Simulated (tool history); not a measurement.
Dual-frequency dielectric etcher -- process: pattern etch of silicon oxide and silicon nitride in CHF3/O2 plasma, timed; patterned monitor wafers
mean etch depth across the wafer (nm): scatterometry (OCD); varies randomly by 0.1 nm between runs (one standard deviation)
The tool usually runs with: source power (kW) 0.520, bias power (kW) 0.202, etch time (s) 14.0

run   hour  source power (kW)  bias power (kW)  etch time (s)  read-back reference wafer on the same gauge, depth_nm  mean etch depth across the wafer (nm)
  1    0.0              0.520            0.202           14.0                                                  22.88                                  20.54
  2   14.5              0.520            0.202           14.0                                                  22.85                                  20.66
  3   34.9              0.520            0.202           15.5                                                  22.85                                  22.79
  4   58.4              0.520            0.202           14.0                                                  22.83                                  20.61
  5   90.7              0.520            0.202           14.0                                                  22.77                                  20.59
  6  182.6              0.520            0.202           14.0                                                  22.70                                  20.48
  7  199.9              0.520            0.202           11.0                                                  22.68                                  15.91
  8  234.8              0.520            0.202           11.0                                                  22.64                                  16.10
  9  253.6              0.520            0.202           11.0                                                  22.63                                  16.10
     253.7  -- gauge calibrated
 10  273.9              0.480            0.202           14.0                                                  23.02                                  20.46
 11  292.7              0.480            0.202           14.0                                                  23.01                                  20.29
     328.6  -- wet clean of the chamber
 12  329.1              0.610            0.153           10.5                                                  22.95                                  14.27
 13  329.4              0.430            0.202           12.0                                                  22.93                                  16.97
 14  339.6              0.580            0.202           14.0                                                  22.94                                  21.17
 15  373.9              0.450            0.246           11.5                                                  22.91                                  17.81
     379.4  -- source power generator calibrated
     410.6  -- upper electrode replaced
 16  411.1              0.520            0.202           14.0                                                  22.85                                  20.64
 17  414.0              0.520            0.183           18.0                                                  22.87                                  25.39
 18  434.3              0.440            0.202           14.0                                                  22.84                                  19.93
     452.5  -- bias power generator calibrated
 19  463.8              0.520            0.202           11.5                                                  22.84                                  16.84
 20  484.7              0.440            0.154           15.5                                                  22.79                                  19.65
 21  518.9              0.520            0.202           14.0                                                  22.79                                  20.55
 22  531.4              0.520            0.202           14.0                                                  22.76                                  20.76
 23  565.8              0.520            0.202           14.0                                                  22.72                                  20.35

5 ways to go on from here, each from the tool as it stands after run 23. What would each give?
  A  566.2              0.520            0.202           17.5                                                      ?                                      ?
  B  566.2              0.480            0.159           16.0                                                      ?                                      ?
  C  566.2              0.570            0.240           13.0                                                      ?                                      ?
  D  566.2              0.410            0.243           14.0                                                      ?                                      ?
  E  566.2              0.520            0.163           15.5                                                      ?                                      ?

run  read-back reference wafer on the same gauge, depth_nm  mean etch depth across the wafer (nm)
  A                                                  22.74                                  25.64
  B                                                  22.74                                  20.86
  C                                                  22.74                                  20.87
  D                                                  22.74                                  21.13
  E                                                  22.74                                  20.77
With the hidden condition removed and each run's random variation left untouched, the same runs would have given:
run  mean etch depth across the wafer (nm)
  A                                  25.94
  B                                  21.11
  C                                  21.12
  D                                  21.38
  E                                  21.02
